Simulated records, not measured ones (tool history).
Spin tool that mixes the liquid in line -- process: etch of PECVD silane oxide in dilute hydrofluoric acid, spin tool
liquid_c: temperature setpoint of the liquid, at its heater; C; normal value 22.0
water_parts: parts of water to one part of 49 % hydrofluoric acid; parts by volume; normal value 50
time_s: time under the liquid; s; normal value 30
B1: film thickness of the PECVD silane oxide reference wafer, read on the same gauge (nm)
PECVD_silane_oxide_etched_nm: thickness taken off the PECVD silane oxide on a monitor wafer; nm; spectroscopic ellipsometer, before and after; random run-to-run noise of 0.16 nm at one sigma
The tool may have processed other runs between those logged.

Run 1, hour 0.0: usual settings; B1 60.02. Result: PECVD_silane_oxide_etched_nm 24.56 nm.
At hour 1.6: hydrofluoric acid flow meter replaced.
Run 2, hour 7.5: usual settings; B1 60.02. Result: PECVD_silane_oxide_etched_nm 24.35 nm.
Run 3, hour 24.2: usual settings but time_s 15 s; B1 60.01. Result: PECVD_silane_oxide_etched_nm 12.17 nm.
Run 4, hour 31.5: usual settings; B1 60.02. Result: PECVD_silane_oxide_etched_nm 24.44 nm.
Run 5, hour 40.7: usual settings; B1 59.97. Result: PECVD_silane_oxide_etched_nm 24.31 nm.
Run 6, hour 49.7: usual settings; B1 59.97. Result: PECVD_silane_oxide_etched_nm 24.12 nm.
Run 7, hour 65.7: usual settings; B1 60.00. Result: PECVD_silane_oxide_etched_nm 24.31 nm.
Run 8, hour 75.2: usual settings but liquid_c 24.0 C, time_s 15 s; B1 59.99. Result: PECVD_silane_oxide_etched_nm 13.09 nm.
Run 9, hour 81.4: usual settings; B1 60.00. Result: PECVD_silane_oxide_etched_nm 24.52 nm.
Run 10, hour 91.9: usual settings but liquid_c 19.5 C, water_parts 30 parts by volume, time_s 25 s; B1 60.00. Result: PECVD_silane_oxide_etched_nm 31.24 nm.
Run 11, hour 102.3: usual settings but liquid_c 27.0 C, water_parts 35 parts by volume; B1 60.02. Result: PECVD_silane_oxide_etched_nm 43.70 nm.
Run 12, hour 112.9: usual settings; B1 59.99. Result: PECVD_silane_oxide_etched_nm 24.50 nm.
Run 13, hour 119.0: usual settings but liquid_c 20.0 C, water_parts 25 parts by volume, time_s 15 s; B1 60.01. Result: PECVD_silane_oxide_etched_nm 23.30 nm.
Run 14, hour 150.1: usual settings; B1 60.02. Result: PECVD_silane_oxide_etched_nm 24.39 nm.
Run 15, hour 161.1: usual settings but water_parts 70 parts by volume; B1 60.01. Result: PECVD_silane_oxide_etched_nm 16.85 nm.
Run 16, hour 178.3: usual settings but liquid_c 17.0 C, time_s 45 s; B1 59.99. Result: PECVD_silane_oxide_etched_nm 29.36 nm.
Run 17, hour 185.9: usual settings but liquid_c 26.0 C; B1 59.97. Result: PECVD_silane_oxide_etched_nm 28.71 nm.
At hour 192.1: gauge calibrated.
Run 18, hour 196.0: usual settings; B1 60.00. Result: PECVD_silane_oxide_etched_nm 24.67 nm.
Run 19, hour 213.6: usual settings but time_s 40 s; B1 60.02. Result: PECVD_silane_oxide_etched_nm 32.43 nm.
Run 20, hour 219.9: usual settings but water_parts 30 parts by volume; B1 60.00. Result: PECVD_silane_oxide_etched_nm 41.91 nm.
Run 21, hour 235.8: usual settings but liquid_c 25.5 C; B1 60.01. Result: PECVD_silane_oxide_etched_nm 28.13 nm.
Run 22, hour 252.8: usual settings but liquid_c 19.5 C, water_parts 65 parts by volume, time_s 40 s; B1 60.02. Result: PECVD_silane_oxide_etched_nm 21.94 nm.
Run 23, hour 267.9: usual settings but water_parts 35 parts by volume, time_s 45 s; B1 60.03. Result: PECVD_silane_oxide_etched_nm 53.06 nm.
Run 24, hour 280.6: usual settings but liquid_c 24.0 C, water_parts 70 parts by volume, time_s 40 s; B1 60.01. Result: PECVD_silane_oxide_etched_nm 24.42 nm.
At hour 288.5: thermometer replaced.
Run 25, hour 290.6: usual settings but liquid_c 26.5 C, water_parts 65 parts by volume, time_s 20 s; B1 59.98. Result: PECVD_silane_oxide_etched_nm 13.20 nm.
Run 26, hour 307.1: usual settings; B1 59.95. Result: PECVD_silane_oxide_etched_nm 22.01 nm.
Run 27, hour 327.8: usual settings but liquid_c 27.0 C, water_parts 30 parts by volume, time_s 40 s; B1 59.97. Result: PECVD_silane_oxide_etched_nm 61.79 nm.
Run 28, hour 336.5: usual settings; B1 60.02. Result: PECVD_silane_oxide_etched_nm 21.73 nm.
Run 29, hour 381.9: usual settings but liquid_c 25.0 C, water_parts 40 parts by volume, time_s 50 s; B1 60.01. Result: PECVD_silane_oxide_etched_nm 53.41 nm.
Run 30, hour 396.0: usual settings but time_s 20 s; B1 60.02. Result: PECVD_silane_oxide_etched_nm 14.63 nm.
Run 31, hour 412.0: usual settings; B1 60.01. Result: PECVD_silane_oxide_etched_nm 22.11 nm.
Run 32, hour 428.9: usual settings; B1 60.03. Result: PECVD_silane_oxide_etched_nm 21.89 nm.

Run by run, hidden condition taken away, random variation retained:
What the log doesn't record here: liquid hotter than its thermometer reads (K); hydrofluoric acid flow above the setpoint (%); gauge reads high (%).
run  PECVD_silane_oxide_etched_nm
  1                         22.09
  2                         21.89
  3                         10.93
  4                         21.95
  5                         21.82
  6                         21.64
  7                         21.80
  8                         11.76
  9                         21.97
 10                         27.87
 11                         39.24
 12                         21.93
 13                         20.78
 14                         21.81
 15                         15.08
 16                         26.09
 17                         25.72
 18                         22.01
 19                         28.92
 20                         37.28
 21                         25.14
 22                         19.51
 23                         47.16
 24                         21.79
 25                         13.04
 26                         21.72
 27                         60.96
 28                         21.42
 29                         52.58
 30                         14.38
 31                         21.74
 32                         21.50
